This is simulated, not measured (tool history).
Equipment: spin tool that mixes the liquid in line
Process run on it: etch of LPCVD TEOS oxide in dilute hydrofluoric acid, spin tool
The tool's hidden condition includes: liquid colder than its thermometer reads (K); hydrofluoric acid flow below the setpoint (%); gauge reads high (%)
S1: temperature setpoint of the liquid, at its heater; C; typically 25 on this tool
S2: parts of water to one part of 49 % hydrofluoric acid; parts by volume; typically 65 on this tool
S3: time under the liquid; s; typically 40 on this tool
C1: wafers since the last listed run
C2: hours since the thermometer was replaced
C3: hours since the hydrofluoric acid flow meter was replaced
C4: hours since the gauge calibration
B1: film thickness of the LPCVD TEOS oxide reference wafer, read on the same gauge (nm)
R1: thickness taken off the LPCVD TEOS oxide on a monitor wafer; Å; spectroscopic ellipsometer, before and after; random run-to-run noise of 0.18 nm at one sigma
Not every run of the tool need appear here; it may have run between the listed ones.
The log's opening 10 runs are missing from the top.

run	hour	S1	S2	S3	C1	C2	C3	C4	B1	R1
11	512.6	25	65	40	690	736.6	973	1994	97.37	275.5
# hour 562.5: hydrofluoric acid flow meter replaced
12	574	25	65	40	769	798	11.5	2055.4	97.2	275.3
13	643.7	25	65	40	888	867.7	81.2	2125.1	97.03	272.6
14	671.5	25	65	40	354	895.5	109	2152.9	96.94	274.4
15	751.6	25	40	40	1020	975.6	189.1	2233	96.72	458.9
16	795.6	25	65	30	560	1019.6	233.1	2277	96.53	206.1
17	829.8	27.5	65	60	435	1053.8	267.3	2311.2	96.43	447.2
18	861.6	22	65	30	405	1085.6	299.1	2343	96.37	180.8
# hour 911.6: gauge calibrated
19	930.1	25	90	40	872	1154.1	367.6	18.5	99.64	196.7
# hour 1086.5: thermometer replaced
20	1123.1	22.5	65	25	2446	36.6	560.6	211.5	99.56	157.5
21	1267.8	21.5	95	25	1843	181.3	705.3	356.2	99.53	99.6
22	1314.1	25	55	40	589	227.6	751.6	402.5	99.53	336.2
23	1454.6	25	65	40	1790	368.1	892.1	543	99.42	278.7
24	1484.4	25	50	40	379	397.9	921.9	572.8	99.38	369.2
25	1555.9	27	75	30	910	469.4	993.4	644.3	99.37	194.3
26	1607.4	30	40	40	656	520.9	1044.9	695.8	99.32	578.9
27	1673.1	25	65	40	837	586.6	1110.6	761.5	99.22	279.1
# hour 1696.7: hydrofluoric acid flow meter replaced
28	1726.9	25	65	40	672	640.4	30.2	815.3	99.15	280.8
29	1777.4	27	50	40	643	690.9	80.7	865.8	99.1	407.7
30	1920.2	29.5	85	50	1819	833.7	223.5	1008.6	98.92	310.5
31	1976	25	65	20	710	889.5	279.3	1064.4	98.77	139.9
32	2029.6	29	65	40	682	943.1	332.9	1118	98.76	325.8

Here are 5 independent what-if runs from the current tool condition. What would each one return?
A	2030	25	65	40	5	943.5	333.3	1118.4	?	?
B	2030	22	85	25	5	943.5	333.3	1118.4	?	?
C	2030	28.5	65	40	5	943.5	333.3	1118.4	?	?
D	2030	28	45	15	5	943.5	333.3	1118.4	?	?
E	2030	25	65	55	5	943.5	333.3	1118.4	?	?

run	B1	R1
A	98.77	279.1
B	98.77	115.2
C	98.77	320.8
D	98.77	175.4
E	98.77	383.8
Had the tool no hidden state, the same runs would have come out as:
run	R1
A	282.6
B	116.6
C	324.8
D	177.6
E	388.6
